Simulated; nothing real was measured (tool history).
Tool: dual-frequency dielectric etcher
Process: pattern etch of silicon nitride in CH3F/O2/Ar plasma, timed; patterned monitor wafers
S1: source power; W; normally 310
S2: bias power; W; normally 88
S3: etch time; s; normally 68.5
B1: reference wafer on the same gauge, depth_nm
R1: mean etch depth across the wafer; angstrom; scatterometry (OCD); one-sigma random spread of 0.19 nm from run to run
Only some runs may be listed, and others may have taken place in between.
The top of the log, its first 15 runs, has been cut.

run,hour,S1,S2,S3,B1,R1
16,419.4,310,88,68.5,40.45,480.4
17,445.7,330,88,68.5,40.41,497.2
18,461.3,330,88,68.5,40.38,497.2
19,484.9,310,100,68.5,40.35,503.4
# hour 509.3: upper electrode replaced
20,509.8,380,88,54,40.31,416.4
21,530.5,270,88,53.5,40.33,351
# hour 542.9: gauge calibrated
22,544.8,310,88,74.5,41,534.3
23,558.2,310,88,58,40.98,413.3
# hour 583.7: wet clean of the chamber
24,589.7,310,88,68.5,40.93,490
25,605.5,240,98,81,40.9,533
26,640.4,240,88,74.5,40.87,465.7
27,713.6,340,101,68.5,40.83,536.5
28,748.4,310,88,68.5,40.77,486.2
29,773.4,370,88,88,40.75,674.5
30,799,310,88,78,40.71,551.2
31,813.5,350,88,68.5,40.74,516.2

Consider 3 possible next runs. They are alternatives, not a sequence: every one starts from the tool as it was left by run 31. What does each give?
A,813.9,310,88,68.5,?,?
B,813.9,310,88,76.5,?,?
C,813.9,310,82,68.5,?,?

run,B1,R1
A,40.71,483.2
B,40.71,539.7
C,40.71,471.6
Without the tool's hidden state the same runs would have given:
run,R1
A,485.5
B,542.2
C,473.8
